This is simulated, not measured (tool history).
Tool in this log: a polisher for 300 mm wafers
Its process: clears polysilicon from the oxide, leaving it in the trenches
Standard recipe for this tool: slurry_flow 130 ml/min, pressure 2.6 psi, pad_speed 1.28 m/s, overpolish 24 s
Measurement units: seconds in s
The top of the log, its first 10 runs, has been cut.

run     day  slurry_flow  pressure  pad_speed  overpolish  incoming thickness of the incoming film, nm  seconds
 11   5.421          155       2.6       1.28          24                                        492.1     27.3
 12   5.867          130       2.6       1.28          24                                        480.2     28.4
 13     6.3          130       2.6       1.28          24                                        489.4     28.6
 14   6.596          130       2.6       1.28          24                                          494     27.9
      7.712  -- worn pad replaced by a new one
 15   7.762          130       2.6       1.28          24                                        497.1     28.1
 16   8.396          130       2.6       1.28          24                                        486.5       28
 17   8.721           95       2.2       1.48          18                                        486.5     33.2
        8.8  -- slurry nozzle cleaned
      9.058  -- head pressure recalibrated
 18   9.171          130       2.6       1.28          24                                        493.3     27.7
 19   9.704          130         2       1.62          24                                        486.6     30.1
 20  10.033          150         3       1.28          24                                        492.4     23.7
 21  10.396          130       2.6       1.28          24                                        495.1     28.4
 22  10.696          130       2.6       1.28          24                                        482.7     27.8
 23  10.979          110         2       0.94          24                                        488.8     47.4
 24  11.608          130       2.6       1.28          24                                        489.6     27.6
 25  11.908          130       2.6       1.28          24                                        485.9     27.7
 26  12.325          130       2.6       0.86          24                                        493.5     36.7
 27      13          110       2.6       1.04          24                                        479.5     32.5
 28  13.446          130       2.6       1.28          24                                        481.7     27.8
 29  14.183          170       2.6       1.28          11                                        498.3     27.2
 30  14.638          130       2.3       1.28          24                                        487.3     31.7
     15.025  -- worn pad replaced by a new one
 31  15.162          130       2.6       1.06          36                                        492.5     31.9
 32  15.875          130       2.6       1.28          28                                        489.6     28.9

Here are 4 independent what-if runs from the current tool condition. What would each one return?
  A  15.892          130       2.9       1.28          24                                        496.7        ?
  B  15.892          150       3.4        1.5          34                                        496.7        ?
  C  15.892          100       3.3       0.96          17                                        496.7        ?
  D  15.892          160         3       1.28          34                                        496.7        ?

run  seconds
  A     25.4
  B     18.8
  C     28.8
  D     23.6
With the hidden condition removed and each run's random variation left untouched, the same runs would have given:
run  seconds
  A     25.4
  B     18.8
  C     28.8
  D     23.6

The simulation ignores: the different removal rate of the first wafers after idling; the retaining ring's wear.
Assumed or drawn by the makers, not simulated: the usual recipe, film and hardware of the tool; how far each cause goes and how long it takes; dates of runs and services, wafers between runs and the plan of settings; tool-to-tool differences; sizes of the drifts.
